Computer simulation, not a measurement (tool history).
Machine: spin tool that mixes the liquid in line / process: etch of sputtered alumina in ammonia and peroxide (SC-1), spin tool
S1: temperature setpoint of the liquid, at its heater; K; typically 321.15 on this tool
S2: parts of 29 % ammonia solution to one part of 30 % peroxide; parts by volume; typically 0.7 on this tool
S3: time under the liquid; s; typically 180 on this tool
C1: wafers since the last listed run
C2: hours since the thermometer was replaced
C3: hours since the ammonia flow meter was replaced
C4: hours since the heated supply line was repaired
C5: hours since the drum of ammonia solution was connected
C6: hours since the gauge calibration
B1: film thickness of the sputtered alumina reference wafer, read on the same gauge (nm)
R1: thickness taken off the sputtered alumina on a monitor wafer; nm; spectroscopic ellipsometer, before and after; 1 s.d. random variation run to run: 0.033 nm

Run 1, hour 0: usual settings but S2 0.85 parts by volume, S3 125 s; C1 0; C2 965.9; C3 2373.1; C4 2940.7; C5 295.1; C6 910.3; B1 80.04. Result: R1 3.22 nm.
At hour 1.7: ammonia flow meter replaced.
At hour 30.9: heated supply line repaired.
Run 2, hour 31.4: usual settings but S2 0.95 parts by volume; C1 200; C2 997.3; C3 29.7; C4 0.5; C5 326.5; C6 941.7; B1 80. Result: R1 5.81 nm.
At hour 44: thermometer replaced.
Run 3, hour 60.9: usual settings; C1 194; C2 16.9; C3 59.2; C4 30; C5 356; C6 971.2; B1 79.99. Result: R1 5.62 nm.
Run 4, hour 77.8: usual settings; C1 115; C2 33.8; C3 76.1; C4 46.9; C5 372.9; C6 988.1; B1 80.01. Result: R1 5.6 nm.
Run 5, hour 103.9: usual settings; C1 178; C2 59.9; C3 102.2; C4 73; C5 399; C6 1014.2; B1 79.99. Result: R1 5.62 nm.
Run 6, hour 130.2: usual settings; C1 179; C2 86.2; C3 128.5; C4 99.3; C5 425.3; C6 1040.5; B1 79.98. Result: R1 5.59 nm.
Run 7, hour 163.9: usual settings but S1 326.15 K; C1 230; C2 119.9; C3 162.2; C4 133; C5 459; C6 1074.2; B1 79.98. Result: R1 7.35 nm.
At hour 187.2: gauge calibrated.
Run 8, hour 188.2: usual settings but S2 0.95 parts by volume; C1 165; C2 144.2; C3 186.5; C4 157.3; C5 483.3; C6 1; B1 79.99. Result: R1 5.73 nm.
At hour 190.4: new drum of ammonia solution connected.
Run 9, hour 206.9: usual settings but S2 0.85 parts by volume, S3 160 s; C1 120; C2 162.9; C3 205.2; C4 176; C5 16.5; C6 19.7; B1 79.96. Result: R1 5.06 nm.
Run 10, hour 222: usual settings but S1 314.65 K, S2 0.45 parts by volume, S3 280 s; C1 103; C2 178; C3 220.3; C4 191.1; C5 31.6; C6 34.8; B1 80.03. Result: R1 5.74 nm.
Run 11, hour 244.9: usual settings but S1 315.65 K; C1 156; C2 200.9; C3 243.2; C4 214; C5 54.5; C6 57.7; B1 79.98. Result: R1 4.09 nm.
Run 12, hour 261.5: usual settings but S1 327.15 K, S3 280 s; C1 113; C2 217.5; C3 259.8; C4 230.6; C5 71.1; C6 74.3; B1 79.99. Result: R1 12 nm.
Run 13, hour 298.8: usual settings but S1 329.65 K, S2 0.45 parts by volume, S3 280 s; C1 254; C2 254.8; C3 297.1; C4 267.9; C5 108.4; C6 111.6; B1 80.01. Result: R1 12.93 nm.
Run 14, hour 331.3: usual settings but S1 313.65 K, S2 0.5 parts by volume; C1 221; C2 287.3; C3 329.6; C4 300.4; C5 140.9; C6 144.1; B1 79.97. Result: R1 3.45 nm.
Run 15, hour 345.2: usual settings; C1 94; C2 301.2; C3 343.5; C4 314.3; C5 154.8; C6 158; B1 80. Result: R1 5.51 nm.
Run 16, hour 380.7: usual settings but S1 329.65 K, S2 0.6 parts by volume, S3 145 s; C1 242; C2 336.7; C3 379; C4 349.8; C5 190.3; C6 193.5; B1 79.99. Result: R1 6.93 nm.
Run 17, hour 402.7: usual settings but S2 0.55 parts by volume, S3 135 s; C1 150; C2 358.7; C3 401; C4 371.8; C5 212.3; C6 215.5; B1 80.03. Result: R1 4.01 nm.
Run 18, hour 430.2: usual settings but S1 325.65 K, S2 1 parts by volume, S3 260 s; C1 187; C2 386.2; C3 428.5; C4 399.3; C5 239.8; C6 243; B1 79.98. Result: R1 10.46 nm.

Expected results for the next run?
Run 19, hour 487.9: usual settings but S1 316.65 K, S2 0.8 parts by volume; C1 394; C2 443.9; C3 486.2; C4 457; C5 297.5; C6 300.7; B1 ?. Result: R1 ?.

B1: 80.02
R1: 4.3 nm
Were there no unlogged condition in the tool, this run, its random variation unchanged, would have produced R1 4.44 nm.
